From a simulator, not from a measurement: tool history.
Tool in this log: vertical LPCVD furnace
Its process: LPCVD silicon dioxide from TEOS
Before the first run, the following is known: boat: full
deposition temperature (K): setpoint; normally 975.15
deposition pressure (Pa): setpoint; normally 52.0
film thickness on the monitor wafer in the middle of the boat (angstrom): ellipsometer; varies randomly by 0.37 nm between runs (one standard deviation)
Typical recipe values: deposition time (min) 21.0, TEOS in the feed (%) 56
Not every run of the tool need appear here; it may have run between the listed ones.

run     day  deposition temperature (K)  deposition pressure (Pa)  deposition time (min)  TEOS in the feed (%)  read-back reference wafer on the same gauge, thickness  film thickness on the monitor wafer in the middle of the boat (angstrom)
  1   0.000                      978.15                      52.0                   21.0                    63                                                  194.04                                                                    2041.9
  2   0.500                      975.15                      52.0                   25.5                    56                                                  194.09                                                                    2181.4
  3   1.062                      975.15                      52.0                   25.5                    56                                                  194.01                                                                    2181.2
  4   1.721                      975.15                      52.0                   25.5                    56                                                  194.05                                                                    2186.2
      2.808  -- TEOS flow controller replaced
  5   2.829                      975.15                      52.0                   21.0                    56                                                  193.84                                                                    1802.3
      2.842  -- gauge calibrated
  6   3.021                      975.15                      52.0                   21.0                    56                                                  193.88                                                                    1800.0
  7   3.250                      975.15                      52.0                   21.0                    56                                                  193.97                                                                    1809.3
  8   3.858                      975.15                      52.0                   21.0                    56                                                  193.99                                                                    1799.3
  9   4.246                      971.15                      52.0                   21.0                    61                                                  193.92                                                                    1711.7
 10   4.554                      975.15                      52.0                   21.0                    56                                                  194.00                                                                    1805.9
 11   4.925                      975.15                      52.0                   21.0                    56                                                  194.03                                                                    1807.5
 12   5.400                      975.15                      52.0                   21.0                    56                                                  193.98                                                                    1797.6
 13   5.846                      987.15                      52.0                   17.0                    56                                                  193.86                                                                    1920.2
 14   6.504                      975.15                      52.0                   26.5                    65                                                  194.02                                                                    2455.2
 15   8.392                      975.15                      52.0                   21.0                    65                                                  194.04                                                                    1944.2
 16   9.167                      975.15                      52.0                   21.0                    50                                                  194.04                                                                    1709.9
     10.962  -- pressure gauge zeroed
 17  10.983                      985.15                      63.3                   21.0                    48                                                  194.05                                                                    2321.7
     12.346  -- thermocouples replaced and temperature profile calibrated
 18  12.367                      975.15                      52.0                   21.0                    64                                                  193.93                                                                    1781.3
 19  12.883                      975.15                      52.0                   23.5                    48                                                  193.98                                                                    1722.6
 20  13.404                      975.15                      52.0                   18.0                    56                                                  194.09                                                                    1426.2
 21  13.688                      965.15                      52.0                   21.0                    56                                                  194.05                                                                    1320.8
 22  14.408                      975.15                      52.0                   16.5                    59                                                  193.93                                                                    1346.3
 23  14.992                      971.15                      52.0                   27.0                    56                                                  194.08                                                                    1954.5
 24  15.654                      975.15                      52.0                   21.0                    56                                                  193.95                                                                    1671.9
 25  16.108                      975.15                      56.0                   25.5                    56                                                  194.00                                                                    2099.5
 26  16.650                      975.15                      52.0                   21.0                    65                                                  193.96                                                                    1795.9
 27  17.271                      975.15                      52.0                   21.0                    56                                                  194.08                                                                    1669.1
 28  17.642                      975.15                      52.0                   15.5                    56                                                  193.92                                                                    1232.4
 29  18.146                      975.15                      52.0                   23.5                    48                                                  193.97                                                                    1728.4
 30  18.454                      975.15                      52.0                   21.0                    56                                                  193.96                                                                    1670.6
 31  18.812                      966.15                      60.7                   19.0                    49                                                  194.01                                                                    1236.3

For some of the steps in film thickness on the monitor wafer in the middle of the boat (angstrom) from one run to the next: how much would appear even if the tool had no hidden state, given the settings, what came in and random variation, and how much remains for the hidden state plus any gauge scatter that the measured result and the result without hidden state don't share?
Unlogged tool condition in this case: true tube temperature minus thermocouple reading, K; true pressure minus gauge reading, mTorr; deviation of the TEOS flow from its setpoint, %; gauge reads high (%).
Run 13 -> 14: deposition temperature (K) 987.15 -> 975.15, deposition time (min) 17.0 -> 26.5, TEOS in the feed (%) 56 -> 65. film thickness on the monitor wafer in the middle of the boat (angstrom) +535.0: hidden state +49.6, all else +485.4.
Run 16 -> 17: deposition temperature (K) 975.15 -> 985.15, deposition pressure (Pa) 52.0 -> 63.3, TEOS in the feed (%) 50 -> 48, pressure gauge zeroed. film thickness on the monitor wafer in the middle of the boat (angstrom) +611.8: hidden state +50.3, all else +561.5.
Run 17 -> 18: deposition temperature (K) 985.15 -> 975.15, deposition pressure (Pa) 63.3 -> 52.0, TEOS in the feed (%) 48 -> 64, thermocouples replaced and temperature profile calibrated. film thickness on the monitor wafer in the middle of the boat (angstrom) -540.4: hidden state -183.0, all else -357.4.
Run 22 -> 23: deposition temperature (K) 975.15 -> 971.15, deposition time (min) 16.5 -> 27.0, TEOS in the feed (%) 59 -> 56. film thickness on the monitor wafer in the middle of the boat (angstrom) +608.2: hidden state +6.0, all else +602.2.

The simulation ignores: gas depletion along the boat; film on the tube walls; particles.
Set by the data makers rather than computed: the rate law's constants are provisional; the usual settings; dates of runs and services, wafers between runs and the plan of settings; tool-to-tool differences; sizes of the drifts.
